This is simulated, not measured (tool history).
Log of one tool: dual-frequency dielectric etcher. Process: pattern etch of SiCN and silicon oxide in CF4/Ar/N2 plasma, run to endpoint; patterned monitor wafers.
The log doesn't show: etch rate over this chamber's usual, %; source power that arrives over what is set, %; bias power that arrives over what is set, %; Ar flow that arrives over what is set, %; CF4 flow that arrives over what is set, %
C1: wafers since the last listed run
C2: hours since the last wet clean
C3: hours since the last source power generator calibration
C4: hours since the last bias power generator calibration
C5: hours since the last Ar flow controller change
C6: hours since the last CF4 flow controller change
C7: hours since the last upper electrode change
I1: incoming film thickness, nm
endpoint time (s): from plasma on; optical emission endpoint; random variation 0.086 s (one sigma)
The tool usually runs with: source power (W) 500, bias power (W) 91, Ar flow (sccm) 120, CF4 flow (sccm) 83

run 1 day=0 | source_power_(W)=500 bias_power_(W)=91 Ar_flow_(sccm)=120 CF4_flow_(sccm)=83 | C1=0 C2=490.6 C3=2867.5 C4=1230.1 C5=2853 C6=2811.2 C7=1262.5 | I1=11.27 | endpoint_time_(s)=11
-- day=0.929 wet clean of the chamber
run 2 day=3.983 | source_power_(W)=500 bias_power_(W)=91 Ar_flow_(sccm)=120 CF4_flow_(sccm)=83 | C1=856 C2=73.3 C3=2963.1 C4=1325.7 C5=2948.6 C6=2906.8 C7=1358.1 | I1=11.24 | endpoint_time_(s)=11.4
run 3 day=6.588 | source_power_(W)=500 bias_power_(W)=91 Ar_flow_(sccm)=120 CF4_flow_(sccm)=83 | C1=730 C2=135.8 C3=3025.6 C4=1388.2 C5=3011.1 C6=2969.3 C7=1420.6 | I1=11.07 | endpoint_time_(s)=11.1
run 4 day=8.175 | source_power_(W)=500 bias_power_(W)=91 Ar_flow_(sccm)=120 CF4_flow_(sccm)=83 | C1=445 C2=173.9 C3=3063.7 C4=1426.3 C5=3049.2 C6=3007.4 C7=1458.7 | I1=11.14 | endpoint_time_(s)=11.2
run 5 day=11.533 | source_power_(W)=500 bias_power_(W)=91 Ar_flow_(sccm)=120 CF4_flow_(sccm)=83 | C1=941 C2=254.5 C3=3144.3 C4=1506.9 C5=3129.8 C6=3088 C7=1539.3 | I1=11.2 | endpoint_time_(s)=11.1
run 6 day=13.862 | source_power_(W)=500 bias_power_(W)=91 Ar_flow_(sccm)=120 CF4_flow_(sccm)=83 | C1=653 C2=310.4 C3=3200.2 C4=1562.8 C5=3185.7 C6=3143.9 C7=1595.2 | I1=11.21 | endpoint_time_(s)=11.3
-- day=19.908 wet clean of the chamber
-- day=20.162 CF4 flow controller replaced
run 7 day=24.958 | source_power_(W)=500 bias_power_(W)=91 Ar_flow_(sccm)=120 CF4_flow_(sccm)=83 | C1=2761 C2=121.2 C3=3466.5 C4=1829.1 C5=3452 C6=115.1 C7=1861.5 | I1=11.12 | endpoint_time_(s)=11.2
run 8 day=29.071 | source_power_(W)=500 bias_power_(W)=91 Ar_flow_(sccm)=120 CF4_flow_(sccm)=83 | C1=1153 C2=219.9 C3=3565.2 C4=1927.8 C5=3550.7 C6=213.8 C7=1960.2 | I1=11.2 | endpoint_time_(s)=11.3
run 9 day=32.529 | source_power_(W)=500 bias_power_(W)=91 Ar_flow_(sccm)=120 CF4_flow_(sccm)=83 | C1=969 C2=302.9 C3=3648.2 C4=2010.8 C5=3633.7 C6=296.8 C7=2043.2 | I1=11.3 | endpoint_time_(s)=11.2
run 10 day=34.054 | source_power_(W)=500 bias_power_(W)=91 Ar_flow_(sccm)=120 CF4_flow_(sccm)=83 | C1=427 C2=339.5 C3=3684.8 C4=2047.4 C5=3670.3 C6=333.4 C7=2079.8 | I1=11.25 | endpoint_time_(s)=11.2
-- day=36.742 upper electrode replaced, of another model than before
run 11 day=38.508 | source_power_(W)=500 bias_power_(W)=91 Ar_flow_(sccm)=120 CF4_flow_(sccm)=83 | C1=968 C2=446.4 C3=3791.7 C4=2154.3 C5=3777.2 C6=440.3 C7=42.4 | I1=11.21 | endpoint_time_(s)=11
-- day=39.721 source power generator calibrated
run 12 day=40.442 | source_power_(W)=500 bias_power_(W)=74 Ar_flow_(sccm)=120 CF4_flow_(sccm)=95 | C1=495 C2=492.8 C3=17.3 C4=2200.7 C5=3823.6 C6=486.7 C7=88.8 | I1=11.34 | endpoint_time_(s)=11.9
-- day=42.688 wet clean of the chamber
run 13 day=42.708 | source_power_(W)=500 bias_power_(W)=91 Ar_flow_(sccm)=101 CF4_flow_(sccm)=83 | C1=355 C2=0.5 C3=71.7 C4=2255.1 C5=3878 C6=541.1 C7=143.2 | I1=11.2 | endpoint_time_(s)=11.5
-- day=43.671 Ar flow controller replaced
run 14 day=44.479 | source_power_(W)=610 bias_power_(W)=70 Ar_flow_(sccm)=129 CF4_flow_(sccm)=91 | C1=426 C2=43 C3=114.2 C4=2297.6 C5=19.4 C6=583.6 C7=185.7 | I1=11.3 | endpoint_time_(s)=10.7
run 15 day=46 | source_power_(W)=600 bias_power_(W)=91 Ar_flow_(sccm)=120 CF4_flow_(sccm)=102 | C1=426 C2=79.5 C3=150.7 C4=2334.1 C5=55.9 C6=620.1 C7=222.2 | I1=11.15 | endpoint_time_(s)=9.1
-- day=47.6 bias power generator calibrated
run 16 day=48.262 | source_power_(W)=610 bias_power_(W)=91 Ar_flow_(sccm)=141 CF4_flow_(sccm)=83 | C1=587 C2=133.8 C3=205 C4=15.9 C5=110.2 C6=674.4 C7=276.5 | I1=11.24 | endpoint_time_(s)=9.5
run 17 day=50.104 | source_power_(W)=430 bias_power_(W)=79 Ar_flow_(sccm)=120 CF4_flow_(sccm)=65 | C1=516 C2=178 C3=249.2 C4=60.1 C5=154.4 C6=718.6 C7=320.7 | I1=11.26 | endpoint_time_(s)=15.5
run 18 day=52.625 | source_power_(W)=500 bias_power_(W)=91 Ar_flow_(sccm)=120 CF4_flow_(sccm)=83 | C1=706 C2=238.5 C3=309.7 C4=120.6 C5=214.9 C6=779.1 C7=381.2 | I1=11.28 | endpoint_time_(s)=11.4
run 19 day=56.508 | source_power_(W)=500 bias_power_(W)=103 Ar_flow_(sccm)=102 CF4_flow_(sccm)=83 | C1=1088 C2=331.7 C3=402.9 C4=213.8 C5=308.1 C6=872.3 C7=474.4 | I1=11.1 | endpoint_time_(s)=10.3
run 20 day=59.646 | source_power_(W)=580 bias_power_(W)=91 Ar_flow_(sccm)=120 CF4_flow_(sccm)=83 | C1=879 C2=407 C3=478.2 C4=289.1 C5=383.4 C6=947.6 C7=549.7 | I1=11.11 | endpoint_time_(s)=9.5

Across each entry between runs, compare the hidden state at the last listed run before it with the hidden state at the first listed run after it:
Run 1 -> run 2: wet clean of the chamber (day 0.929)
  etch rate over this chamber's usual, %: 4.39 -> 1.37
  measured result minus the result with no hidden state, endpoint time (s): -0.5 -> -0.1
Run 6 -> run 7: wet clean of the chamber (day 19.908); CF4 flow controller replaced (day 20.162)
  etch rate over this chamber's usual, %: 3.74 -> 1.48
  measured result minus the result with no hidden state, endpoint time (s): -0.4 -> -0.2
Run 10 -> run 11: upper electrode replaced, of another model than before (day 36.742)
  etch rate over this chamber's usual, %: 3.66 -> 4.73
  measured result minus the result with no hidden state, endpoint time (s): -0.4 -> -0.5
Run 11 -> run 12: source power generator calibrated (day 39.721)
  etch rate over this chamber's usual, %: 4.73 -> 5.2
  measured result minus the result with no hidden state, endpoint time (s): -0.5 -> -0.6
Run 12 -> run 13: wet clean of the chamber (day 42.688)
  etch rate over this chamber's usual, %: 5.2 -> -0.155
  measured result minus the result with no hidden state, endpoint time (s): -0.6 -> +0
Run 13 -> run 14: Ar flow controller replaced (day 43.671)
  etch rate over this chamber's usual, %: -0.155 -> 0.27
  measured result minus the result with no hidden state, endpoint time (s): +0 -> +0
Run 15 -> run 16: bias power generator calibrated (day 47.6)
  etch rate over this chamber's usual, %: 0.635 -> 1.18
  measured result minus the result with no hidden state, endpoint time (s): +0 -> -0.1
